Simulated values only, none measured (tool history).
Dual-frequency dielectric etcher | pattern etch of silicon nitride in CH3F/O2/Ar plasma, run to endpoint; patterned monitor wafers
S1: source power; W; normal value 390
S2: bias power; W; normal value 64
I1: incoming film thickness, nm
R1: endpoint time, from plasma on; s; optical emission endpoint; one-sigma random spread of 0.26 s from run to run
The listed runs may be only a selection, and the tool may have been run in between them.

{"run": 1, "day": 0.0, "S1": 430, "S2": 64, "I1": 50.9, "R1": 87.5}
{"run": 2, "day": 0.733, "S1": 430, "S2": 64, "I1": 51.7, "R1": 88.7}
{"run": 3, "day": 1.483, "S1": 430, "S2": 64, "I1": 51.7, "R1": 88.9}
{"run": 4, "day": 1.862, "S1": 390, "S2": 64, "I1": 51.3, "R1": 90.5}
{"run": 5, "day": 2.454, "S1": 440, "S2": 64, "I1": 51.5, "R1": 88.7}
{"run": 6, "day": 2.833, "S1": 440, "S2": 64, "I1": 51.4, "R1": 88.5}
{"run": 7, "day": 3.533, "S1": 450, "S2": 69, "I1": 51.3, "R1": 85.5}
{"run": 8, "day": 3.979, "S1": 450, "S2": 69, "I1": 51.4, "R1": 85.7}
{"run": 9, "day": 4.692, "S1": 390, "S2": 57, "I1": 51.3, "R1": 94.3}
{"day": 6.312, "done": "wet clean of the chamber"}
{"day": 7.029, "done": "upper electrode replaced"}
{"run": 10, "day": 7.05, "S1": 390, "S2": 57, "I1": 51.9, "R1": 91.8}
{"run": 11, "day": 7.062, "S1": 390, "S2": 64, "I1": 51.8, "R1": 88.5}
{"run": 12, "day": 7.079, "S1": 390, "S2": 64, "I1": 51.9, "R1": 88.6}
{"day": 7.262, "done": "source power generator calibrated"}
{"run": 13, "day": 7.417, "S1": 390, "S2": 64, "I1": 51.7, "R1": 87.9}
{"run": 14, "day": 7.7, "S1": 390, "S2": 69, "I1": 50.9, "R1": 84.9}
{"run": 15, "day": 8.258, "S1": 450, "S2": 69, "I1": 51.6, "R1": 83.4}
{"run": 16, "day": 8.558, "S1": 450, "S2": 71, "I1": 51.8, "R1": 82.8}
{"run": 17, "day": 8.917, "S1": 450, "S2": 50, "I1": 51.4, "R1": 91.6}
{"day": 9.133, "done": "bias power generator calibrated"}
{"run": 18, "day": 9.525, "S1": 390, "S2": 64, "I1": 50.7, "R1": 86.6}
{"run": 19, "day": 9.967, "S1": 300, "S2": 53, "I1": 51.5, "R1": 99.3}
{"run": 20, "day": 10.562, "S1": 340, "S2": 77, "I1": 51.6, "R1": 85.9}
{"run": 21, "day": 11.0, "S1": 490, "S2": 73, "I1": 51.2, "R1": 79.5}
{"run": 22, "day": 11.746, "S1": 390, "S2": 64, "I1": 50.8, "R1": 87.7}
{"run": 23, "day": 12.038, "S1": 470, "S2": 57, "I1": 51.3, "R1": 87.6}
{"run": 24, "day": 12.425, "S1": 310, "S2": 77, "I1": 51.5, "R1": 88.5}
{"run": 25, "day": 12.771, "S1": 390, "S2": 64, "I1": 51.3, "R1": 88.3}

Below are 3 alternative next runs, each starting from the tool's condition after run 25. Predict each:
{"run": "A", "day": 12.788, "S1": 490, "S2": 64, "I1": 51.3, "R1": "?"}
{"run": "B", "day": 12.788, "S1": 470, "S2": 71, "I1": 51.3, "R1": "?"}
{"run": "C", "day": 12.788, "S1": 330, "S2": 78, "I1": 51.3, "R1": "?"}

run=A R1=83.9
run=B R1=82.1
run=C R1=86.6
With the hidden condition removed and each run's random variation left untouched, the same runs would have given:
run=A R1=82.6
run=B R1=80.8
run=C R1=85.2

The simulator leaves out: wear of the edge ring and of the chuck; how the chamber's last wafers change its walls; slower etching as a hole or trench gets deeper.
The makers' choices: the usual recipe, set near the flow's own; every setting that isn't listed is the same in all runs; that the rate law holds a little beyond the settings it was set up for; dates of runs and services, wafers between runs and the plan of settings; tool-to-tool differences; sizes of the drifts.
